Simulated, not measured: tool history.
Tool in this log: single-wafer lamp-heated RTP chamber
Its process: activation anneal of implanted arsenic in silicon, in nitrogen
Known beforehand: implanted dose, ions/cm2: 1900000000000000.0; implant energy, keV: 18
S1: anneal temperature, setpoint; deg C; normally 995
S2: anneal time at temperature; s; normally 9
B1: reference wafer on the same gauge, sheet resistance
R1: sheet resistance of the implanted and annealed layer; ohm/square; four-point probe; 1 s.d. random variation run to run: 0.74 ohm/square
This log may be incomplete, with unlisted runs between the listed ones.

run	day	S1	S2	B1	R1
1	0.000	995	6	144.03	136.04
2	2.442	995	6	144.15	137.61
3	4.279	995	6	144.02	135.93
4	5.604	972	5	143.89	147.04
# day 6.067: pyrometer window cleaned and pyrometer calibrated
# day 6.671: gauge calibrated
5	8.500	972	5	143.99	146.80
6	10.754	995	9	144.26	130.47
# day 13.108: reflector plate cleaned
7	13.129	995	9	144.24	126.25
8	14.454	995	9	143.95	127.00
9	16.083	995	9	144.02	124.93
10	18.775	995	9	144.09	126.27
# day 19.492: pyrometer window cleaned and pyrometer calibrated
# day 19.854: reflector plate cleaned, repeated, since the last time left the tool worse
11	20.142	995	9	144.18	130.44
12	21.558	1006	14	144.03	117.60
13	24.533	995	9	143.87	131.15
14	26.883	995	11	143.97	126.94
# day 28.167: gauge calibrated
15	29.783	1011	14	143.65	114.99
16	32.712	1003	5	144.14	133.60
17	34.042	975	9	143.86	139.99
# day 35.629: pyrometer window cleaned and pyrometer calibrated
# day 36.262: reflector plate cleaned
18	36.783	995	9	144.13	130.76
19	38.258	995	12	143.99	128.09
20	40.217	995	9	144.16	130.80

Below, some changes in R1 between adjacent runs. For each, the amount present without the hidden state too (settings, incoming material, random variation) and the amount remaining for the hidden state with gauge scatter not shared by both compared results:
Hidden conditions of the tool in this case: true wafer temperature minus pyrometer reading, K; wafer temperature error from the tarnished reflector plate, K; gauge reads high (%).
Run 5 -> 6: S1 972 -> 995, S2 5 -> 9. R1 -16.33 ohm/square: hidden state -0.83, all else -15.50.
Run 6 -> 7: reflector plate cleaned. R1 -4.22 ohm/square: hidden state -3.24, all else -0.98.
Run 10 -> 11: pyrometer window cleaned and pyrometer calibrated, reflector plate cleaned, repeated, since the last time left the tool worse. R1 +4.17 ohm/square: hidden state +5.08, all else -0.91.
Run 15 -> 16: S1 1011 -> 1003, S2 14 -> 5. R1 +18.61 ohm/square: hidden state -0.34, all else +18.95.

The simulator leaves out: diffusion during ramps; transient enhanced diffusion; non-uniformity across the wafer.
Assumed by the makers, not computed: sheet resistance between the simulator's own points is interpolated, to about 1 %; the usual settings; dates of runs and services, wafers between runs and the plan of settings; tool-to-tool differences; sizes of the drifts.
